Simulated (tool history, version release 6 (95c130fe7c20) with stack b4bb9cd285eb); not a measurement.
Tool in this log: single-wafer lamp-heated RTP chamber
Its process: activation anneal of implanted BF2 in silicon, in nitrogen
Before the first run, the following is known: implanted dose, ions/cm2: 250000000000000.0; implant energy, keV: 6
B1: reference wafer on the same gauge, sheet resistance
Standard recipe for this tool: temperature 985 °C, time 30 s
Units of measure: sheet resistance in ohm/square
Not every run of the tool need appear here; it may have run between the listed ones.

Run 1, hour 0: usual settings; B1 462.4. Result: sheet resistance 534.63 ohm/square.
At hour 197.2: pyrometer window cleaned and pyrometer calibrated.
Run 2, hour 304.9: usual settings but temperature 1005 °C; B1 462.13. Result: sheet resistance 496.67 ohm/square.
Run 3, hour 399.3: usual settings but time 19 s; B1 461.97. Result: sheet resistance 552.96 ohm/square.
At hour 584.4: pyrometer window cleaned and pyrometer calibrated.
Run 4, hour 637.9: usual settings but time 19 s; B1 461.98. Result: sheet resistance 554.82 ohm/square.
Run 5, hour 678: usual settings but temperature 975 °C; B1 461.71. Result: sheet resistance 553.11 ohm/square.
At hour 724.8: gauge calibrated.
Run 6, hour 817: usual settings but temperature 975 °C; B1 462.13. Result: sheet resistance 548.64 ohm/square.
Run 7, hour 901.5: usual settings; B1 461.68. Result: sheet resistance 526.75 ohm/square.
Run 8, hour 940.9: usual settings but time 44 s; B1 461.87. Result: sheet resistance 509.75 ohm/square.
At hour 993.3: pyrometer window cleaned and pyrometer calibrated.
At hour 993.4: reflector plate cleaned.
Run 9, hour 1184.1: usual settings but time 16 s; B1 462.41. Result: sheet resistance 562.68 ohm/square.
At hour 1308.3: pyrometer window cleaned and pyrometer calibrated.
Run 10, hour 1507.7: usual settings but time 36 s; B1 461.78. Result: sheet resistance 523.46 ohm/square.
Run 11, hour 1604.6: usual settings but temperature 967 °C, time 22 s; B1 462.27. Result: sheet resistance 578.18 ohm/square.
Run 12, hour 1681.4: usual settings but time 43 s; B1 462.07. Result: sheet resistance 509.83 ohm/square.
At hour 1716.5: pyrometer window cleaned and pyrometer calibrated.
Run 13, hour 1754.7: usual settings but temperature 998 °C, time 21 s; B1 462.53. Result: sheet resistance 521.23 ohm/square.
Run 14, hour 1822.6: usual settings; B1 461.98. Result: sheet resistance 530.13 ohm/square.

Alternative continuations, all from the tool just after run 14; predict every row:
Run A, hour 1823: usual settings but time 35 s; B1 ?. Result: sheet resistance ?.
Run B, hour 1823: usual settings but temperature 961 °C; B1 ?. Result: sheet resistance ?.
Run C, hour 1823: usual settings but time 42 s; B1 ?. Result: sheet resistance ?.
Run D, hour 1823: usual settings but temperature 1004 °C, time 39 s; B1 ?. Result: sheet resistance ?.

run      B1  sheet resistance
  A  461.92            522.78
  B  461.92             580.1
  C  461.92            514.24
  D  461.92            484.66
With the hidden condition removed and each run's random variation left untouched, the same runs would have given:
run  sheet resistance
  A            535.85
  B            596.61
  C            527.18
  D            495.44
